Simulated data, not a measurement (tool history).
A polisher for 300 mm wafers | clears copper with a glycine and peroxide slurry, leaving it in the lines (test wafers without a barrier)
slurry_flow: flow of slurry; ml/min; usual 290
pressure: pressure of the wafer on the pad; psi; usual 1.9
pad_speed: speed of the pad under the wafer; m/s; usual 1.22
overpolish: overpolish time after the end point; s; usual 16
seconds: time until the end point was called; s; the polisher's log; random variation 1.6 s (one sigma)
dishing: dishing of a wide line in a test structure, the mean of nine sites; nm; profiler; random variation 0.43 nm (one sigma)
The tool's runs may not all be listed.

run    hour  slurry_flow  pressure  pad_speed  overpolish  incoming thickness of the incoming film, nm  seconds  dishing
  1     0.0          290       1.9       1.22          16                                        352.5    100.5     40.8
  2    55.2          290       1.9       1.22          16                                        354.9    101.2     41.0
  3   101.5          290       1.9       1.22          16                                        359.3    102.9     40.6
      303.6  -- slurry nozzle cleaned
  4   420.0          290       1.9       1.22          16                                        356.8    103.2     40.4
  5   496.9          290       1.9       1.22          16                                        353.8    104.3     39.5
  6   603.2          290       1.9       1.22          16                                        348.8    106.1     40.7
  7   642.3          290       1.9       1.22          16                                        359.1    107.5     39.8
  8   748.0          290       1.4       1.22          16                                        348.7    135.3     32.2
      852.8  -- worn pad replaced by a new one
  9   853.3          290       1.9       1.22          16                                        351.4    108.1     39.3
 10   901.0          290       1.9       1.22          16                                        359.7    110.7     38.5
 11   957.7          240       1.4       1.04          21                                        354.1    153.1     35.7
 12  1030.7          290       1.9       1.22          16                                        355.0    113.5     37.9
 13  1120.8          205       2.3       0.90          23                                        353.6    125.6     48.0
     1198.8  -- slurry nozzle cleaned
 14  1223.5          290       1.4       1.22          25                                        357.0    142.8     45.6
 15  1302.4          290       1.9       1.22          16                                        353.2    110.6     38.3
     1340.0  -- head pressure recalibrated
 16  1349.6          290       1.9       1.22          16                                        352.0    102.8     42.1
 17  1643.3          290       1.6       1.22           9                                        351.1    120.3     21.1
 18  1732.8          290       1.9       1.22          16                                        356.4    105.6     39.3
 19  1784.0          290       2.2       1.22           8                                        357.7     96.4     24.1
     1795.3  -- worn pad replaced by a new one, of another model than before
 20  1848.4          385       1.9       1.04          16                                        354.7    108.4     39.3
 21  1925.0          290       1.9       1.22          16                                        347.7    103.8     40.4
 22  1993.9          230       1.9       1.22          25                                        350.6    107.9     56.6
 23  2089.5          290       2.4       1.22          16                                        350.3     92.6     45.4
 24  2145.2          290       1.9       1.02          16                                        352.1    110.4     36.8
     2180.6  -- slurry nozzle cleaned
 25  2198.4          290       1.2       1.40          16                                        354.1    122.9     35.0
 26  2351.2          290       1.4       0.84           7                                        354.5    143.0     14.0
 27  2424.2          290       1.9       1.22          16                                        358.1    107.4     38.9
 28  2497.8          255       2.4       1.22          16                                        358.8     98.6     42.6
 29  2569.5          250       1.4       1.22          16                                        352.2    125.5     33.6
 30  2665.5          290       1.9       1.22          16                                        355.8    107.6     38.9
     2751.2  -- worn pad replaced by a new one
     2785.3  -- head pressure recalibrated
 31  2898.9          195       2.6       0.84          25                                        355.0    110.5     56.2
 32  2953.0          380       2.2       1.06          21                                        354.2     94.8     54.5
 33  3035.3          290       1.9       0.86          12                                        353.0    116.8     26.9

5 ways to go on from here, each from the tool as it stands after run 33. What would each give?
  A  3035.7          290       1.9       1.22          16                                        353.3        ?        ?
  B  3035.7          350       1.3       0.88          21                                        353.3        ?        ?
  C  3035.7          340       1.9       1.52          16                                        353.3        ?        ?
  D  3035.7          290       1.9       1.22          12                                        353.3        ?        ?
  E  3035.7          200       1.9       1.56          12                                        353.3        ?        ?

run  seconds  dishing
  A     99.8     41.4
  B    135.5     40.1
  C     86.9     46.6
  D     99.8     32.0
  E     93.8     33.8
Without the tool's hidden state the same runs would have given:
run  seconds  dishing
  A     99.0     41.7
  B    134.6     40.3
  C     86.2     46.9
  D     99.0     32.2
  E     93.0     34.0

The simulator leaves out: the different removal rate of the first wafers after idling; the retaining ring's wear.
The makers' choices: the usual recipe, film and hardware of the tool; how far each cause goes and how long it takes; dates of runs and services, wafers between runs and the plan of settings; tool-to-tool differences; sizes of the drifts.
